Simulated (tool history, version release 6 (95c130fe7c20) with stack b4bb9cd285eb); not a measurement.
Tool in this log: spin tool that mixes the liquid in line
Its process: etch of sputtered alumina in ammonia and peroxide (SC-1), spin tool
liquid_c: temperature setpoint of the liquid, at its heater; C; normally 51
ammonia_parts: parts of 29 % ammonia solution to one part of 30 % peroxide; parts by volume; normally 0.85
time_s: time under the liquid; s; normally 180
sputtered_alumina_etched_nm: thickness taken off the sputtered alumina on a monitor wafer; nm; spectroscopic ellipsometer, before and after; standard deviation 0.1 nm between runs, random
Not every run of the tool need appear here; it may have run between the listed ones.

run	hour	liquid_c	ammonia_parts	time_s	read-back film thickness of the sputtered alumina reference wafer, read on the same gauge (nm)	sputtered_alumina_etched_nm
1	0	51	0.85	180	130.03	11.79
2	53.1	51	0.85	180	130	12
3	77.5	51	0.85	180	130	11.82
4	133.6	51	0.85	180	129.99	11.92
5	171.6	51	0.85	180	129.98	11.89
6	229.2	51	0.85	180	130.01	12.16
# hour 272.8: thermometer replaced
7	283.3	51	0.6	180	129.99	9.96
# hour 290.9: gauge calibrated
8	344	51	1.05	180	130	10.88
9	402.3	42	1	95	130.01	3.46
10	429.2	59	0.95	90	130	8.11
11	496.9	51	0.85	180	130	10.7
# hour 525.6: heated supply line repaired
12	553	51	0.85	180	130	10.43
13	613.3	51	0.45	180	130	9.93
14	668.4	51	0.85	180	130	10.65
15	703.5	43	1.1	270	129.98	10.42
16	746.3	54	0.45	250	130	16.4
# hour 796.5: new drum of ammonia solution connected
17	810.8	51	0.85	180	130	10.78
18	858.7	58.5	1.05	270	130	24.52
19	897.3	43	1.2	125	129.98	4.85
20	927.3	51	1.05	75	130.01	4.6
21	955.8	44	0.45	225	130.01	8.77
22	984	42	0.85	230	130	8.4
23	1051.3	51	0.85	180	129.99	11
24	1107.3	45	1.2	180	130.01	8.12
25	1159.2	58	0.85	230	129.98	20.44
26	1207.3	41.5	0.85	75	130.01	2.68

What was the tool's hidden state at every run in the log?
ammonia flow below the setpoint (%): 0 at every run
temperature lost on the way to the wafer (K): 0 at every run
ammonia solution weaker than its label (%): 0 at every run
gauge reads high (%): 0 at every run
H1: liquid hotter than its thermometer reads (K)
run	H1
1	2.24
2	2.3
3	2.32
4	2.38
5	2.41
6	2.47
7	0.0315
8	0.0909
9	0.148
10	0.174
11	0.241
12	0.296
13	0.355
14	0.408
15	0.443
16	0.485
17	0.548
18	0.595
19	0.633
20	0.662
21	0.69
22	0.717
23	0.783
24	0.838
25	0.889
26	0.936
